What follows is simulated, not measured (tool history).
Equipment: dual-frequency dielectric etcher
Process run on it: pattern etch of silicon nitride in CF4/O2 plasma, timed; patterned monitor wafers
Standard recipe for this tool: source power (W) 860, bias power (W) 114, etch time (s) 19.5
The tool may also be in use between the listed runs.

run    hour  source power (W)  bias power (W)  etch time (s)  read-back reference wafer on the same gauge, depth_nm  mean etch depth across the wafer (Å)
  1       0               860             126           19.5                                                   44.1                                   510
  2      37               860             126           19.5                                                   44.1                                   512
  3    71.8              1000             114           23.5                                                   44.1                                   695
  4   102.2              1000             114           23.5                                                     44                                   690
  5   158.6               860             114             17                                                   43.9                                   431
  6   186.1              1040             114           19.5                                                   43.9                                   600
  7   254.8              1040             114           19.5                                                   43.8                                   600
      256.9  -- gauge calibrated
  8     288              1040             114           19.5                                                   45.3                                   618
  9   335.8               860             114           19.5                                                   45.3                                   506
 10   360.1              1020             142             22                                                   45.4                                   748
 11   388.9               860             114           19.5                                                   45.3                                   511
 12   450.2               700             114           23.5                                                   45.4                                   485
      506.4  -- wet clean of the chamber
 13   510.6               740             138           22.5                                                   45.4                                   538
      593.8  -- upper electrode replaced
      606.8  -- bias power generator calibrated
 14   646.6               710             106             23                                                   45.2                                   473
      658.5  -- source power generator calibrated
 15   672.3               920             114           19.5                                                   45.3                                   550
 16     742              1010              93             22                                                   45.3                                   623
 17   800.5               700             100           15.5                                                   45.3                                   305
 18   841.6               860             114           19.5                                                   45.3                                   507
 19   870.9               860             129           19.5                                                   45.2                                   532
 20   896.4               860             123           19.5                                                   45.2                                   520
 21   948.8               950             114           19.5                                                   45.2                                   562
 22  1009.8               650              98           19.5                                                   45.2                                   351
 23  1072.6              1010             128           14.5                                                   45.2                                   468
 24  1102.4              1030              99           21.5                                                   45.1                                   639
     1153.6  -- wet clean of the chamber
 25  1157.3               920             114           21.5                                                   45.1                                   588
 26  1318.4               860             114           19.5                                                   45.1                                   508
 27  1381.3               860             114           19.5                                                   44.9                                   504
 28  1418.1               860             114           19.5                                                   44.9                                   497
 29  1478.7               690             122             25                                                   44.9                                   525
 30  1522.7               670             105           14.5                                                   44.8                                   273

Below are 4 alternative next runs, each starting from the tool's condition after run 30. Predict each:
  A  1523.1               860             114             23                                                      ?                                     ?
  B  1523.1               710             138           17.5                                                      ?                                     ?
  C  1523.1               930             114             25                                                      ?                                     ?
  D  1523.1               650             134           19.5                                                      ?                                     ?

run  read-back reference wafer on the same gauge, depth_nm  mean etch depth across the wafer (Å)
  A                                                   44.8                                   589
  B                                                   44.8                                   393
  C                                                   44.8                                   695
  D                                                   44.8                                   392
With the hidden condition removed and each run's random variation left untouched, the same runs would have given:
run  mean etch depth across the wafer (Å)
  A                                   595
  B                                   398
  C                                   703
  D                                   397
